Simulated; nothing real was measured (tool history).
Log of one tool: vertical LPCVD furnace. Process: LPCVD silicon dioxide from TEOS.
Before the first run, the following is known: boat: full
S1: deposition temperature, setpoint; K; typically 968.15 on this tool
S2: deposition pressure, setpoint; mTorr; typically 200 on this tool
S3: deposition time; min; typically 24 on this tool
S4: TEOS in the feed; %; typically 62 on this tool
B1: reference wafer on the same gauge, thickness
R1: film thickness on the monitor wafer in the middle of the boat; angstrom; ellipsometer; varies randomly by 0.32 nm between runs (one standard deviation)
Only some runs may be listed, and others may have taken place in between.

run 1 hour=0 | S1=968.15 S2=200 S3=24 S4=62 | B1=107.93 | R1=1098.1
run 2 hour=144.9 | S1=968.15 S2=200 S3=24 S4=62 | B1=107.94 | R1=1097
run 3 hour=206.1 | S1=968.15 S2=200 S3=24 S4=62 | B1=108.05 | R1=1099.1
run 4 hour=241.4 | S1=968.15 S2=200 S3=24 S4=62 | B1=107.98 | R1=1091.1
run 5 hour=288.5 | S1=968.15 S2=200 S3=24 S4=62 | B1=107.97 | R1=1097
run 6 hour=334.8 | S1=968.15 S2=200 S3=24 S4=62 | B1=107.99 | R1=1096.3
run 7 hour=379.8 | S1=968.15 S2=200 S3=24 S4=62 | B1=108.04 | R1=1093.7
run 8 hour=410.1 | S1=963.15 S2=200 S3=24 S4=62 | B1=108.14 | R1=972.5
run 9 hour=449.4 | S1=963.15 S2=200 S3=24 S4=62 | B1=107.99 | R1=975.3
run 10 hour=493.6 | S1=968.15 S2=200 S3=24 S4=62 | B1=107.86 | R1=1094.6
-- hour=540.5 pressure gauge zeroed
-- hour=561.4 TEOS flow controller replaced
-- hour=565.5 thermocouples replaced and temperature profile calibrated
run 11 hour=566 | S1=968.15 S2=200 S3=24 S4=62 | B1=107.99 | R1=1093
run 12 hour=586.4 | S1=968.15 S2=200 S3=29 S4=62 | B1=107.93 | R1=1319.4
run 13 hour=637.2 | S1=977.15 S2=200 S3=26.5 S4=62 | B1=108.07 | R1=1490.1
run 14 hour=671 | S1=968.15 S2=200 S3=32 S4=66 | B1=108.01 | R1=1507.3
run 15 hour=724.3 | S1=962.15 S2=220 S3=24 S4=62 | B1=107.98 | R1=993.2
run 16 hour=785.1 | S1=968.15 S2=200 S3=24 S4=62 | B1=107.89 | R1=1095
run 17 hour=816 | S1=974.15 S2=185 S3=32 S4=62 | B1=108.08 | R1=1616.6
run 18 hour=885.3 | S1=968.15 S2=200 S3=30 S4=56 | B1=107.93 | R1=1304.7
run 19 hour=911.9 | S1=968.15 S2=200 S3=17 S4=65 | B1=107.96 | R1=796.6
run 20 hour=982.2 | S1=961.15 S2=185 S3=24 S4=73 | B1=108.03 | R1=965.7
run 21 hour=1026.1 | S1=968.15 S2=200 S3=19.5 S4=62 | B1=108.03 | R1=895.1
run 22 hour=1093.9 | S1=968.15 S2=200 S3=24 S4=62 | B1=108.03 | R1=1091.5
-- hour=1112.5 gauge calibrated
run 23 hour=1122.1 | S1=958.15 S2=200 S3=24 S4=62 | B1=108 | R1=862.5
run 24 hour=1170.5 | S1=968.15 S2=200 S3=20.5 S4=62 | B1=107.99 | R1=934.7
run 25 hour=1211.6 | S1=968.15 S2=200 S3=24 S4=62 | B1=108.04 | R1=1093.8
run 26 hour=1275.3 | S1=968.15 S2=200 S3=24 S4=70 | B1=108.02 | R1=1159.1
run 27 hour=1345.1 | S1=978.15 S2=200 S3=21.5 S4=72 | B1=108.01 | R1=1330.2
run 28 hour=1391.6 | S1=968.15 S2=200 S3=18.5 S4=73 | B1=108.02 | R1=915.3
run 29 hour=1502.1 | S1=964.15 S2=220 S3=32.5 S4=68 | B1=107.95 | R1=1474.4
run 30 hour=1535.6 | S1=968.15 S2=200 S3=20.5 S4=62 | B1=108.07 | R1=935.3

State the hidden condition of the tool at each of the runs:
true tube temperature minus thermocouple reading, K: 0 in every run
true pressure minus gauge reading, mTorr: 0 in every run
deviation of the TEOS flow from its setpoint, %: 0 in every run
gauge reads high (%): 0 in every run
